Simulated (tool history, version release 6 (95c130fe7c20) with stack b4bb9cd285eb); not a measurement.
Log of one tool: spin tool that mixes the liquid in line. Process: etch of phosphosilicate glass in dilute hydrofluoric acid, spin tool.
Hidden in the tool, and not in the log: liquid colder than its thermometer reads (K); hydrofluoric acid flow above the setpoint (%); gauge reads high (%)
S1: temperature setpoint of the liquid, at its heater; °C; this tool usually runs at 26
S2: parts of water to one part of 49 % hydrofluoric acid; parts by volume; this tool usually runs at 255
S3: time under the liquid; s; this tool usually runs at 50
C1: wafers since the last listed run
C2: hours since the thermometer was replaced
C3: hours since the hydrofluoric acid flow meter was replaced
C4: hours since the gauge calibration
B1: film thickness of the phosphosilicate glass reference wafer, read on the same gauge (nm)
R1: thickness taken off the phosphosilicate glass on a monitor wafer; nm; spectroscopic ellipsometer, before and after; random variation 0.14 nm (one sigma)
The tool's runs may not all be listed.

run	hour	S1	S2	S3	C1	C2	C3	C4	B1	R1
1	0	26	255	50	0	1042.2	322.8	442.2	100	30.24
2	11.9	26	255	50	84	1054.1	334.7	454.1	99.97	30.51
3	18.4	26	220	60	46	1060.6	341.2	460.6	99.99	44.04
4	24.9	26	220	60	46	1067.1	347.7	467.1	99.98	43.63
5	32.2	26	220	60	52	1074.4	355	474.4	100.01	43.52
6	41.3	27.5	255	50	64	1083.5	364.1	483.5	100.01	31.81
7	49	27.5	255	50	54	1091.2	371.8	491.2	100	31.79
# hour 65.5: thermometer replaced
8	65.9	26	255	50	113	0.4	388.7	508.1	100.01	32.78
9	80.6	26	255	50	104	15.1	403.4	522.8	99.99	32.87
10	102.3	26	255	50	154	36.8	425.1	544.5	100.04	32.75
11	115.1	26	255	50	91	49.6	437.9	557.3	99.99	32.98
12	131.8	26	255	50	119	66.3	454.6	574	100.02	32.85
13	144.5	26	255	50	90	79	467.3	586.7	99.98	32.73
# hour 152.8: gauge calibrated
14	154.4	23.5	255	50	70	88.9	477.2	1.6	99.99	30.01
15	167.5	26	255	25	93	102	490.3	14.7	100	16.42
16	177.3	26	255	50	69	111.8	500.1	24.5	100.02	32.55
17	190.7	26	255	50	95	125.2	513.5	37.9	100	32.86
18	199.7	26	300	50	64	134.2	522.5	46.9	100.03	26.69
19	208.4	23	380	60	62	142.9	531.2	55.6	100.03	21.11
20	218.9	26	255	50	74	153.4	541.7	66.1	100	32.66
21	227.7	26	255	50	62	162.2	550.5	74.9	100.02	32.63
# hour 230.5: hydrofluoric acid flow meter replaced
22	245.3	26	255	60	118	179.8	14.8	92.5	100.01	39.23
23	254.1	26	215	65	62	188.6	23.6	101.3	100.01	52.32
24	262.1	26	370	60	57	196.6	31.6	109.3	99.97	24.01
25	269.3	28.5	255	65	51	203.8	38.8	116.5	100.03	45.96
26	277.7	26	255	50	59	212.2	47.2	124.9	99.99	32.54
27	293.4	26	255	50	111	227.9	62.9	140.6	100	32.65
28	311	23.5	315	30	125	245.5	80.5	158.2	100.04	13.51

Predict the results of run 29:
29	323.1	27.5	255	50	86	257.6	92.6	170.3	?	?

{"run 29": {"B1": 100.04, "R1": 34.02}}
If the tool had no hidden condition, the same run with the same run-to-run variation would have returned R1 35.11 nm.
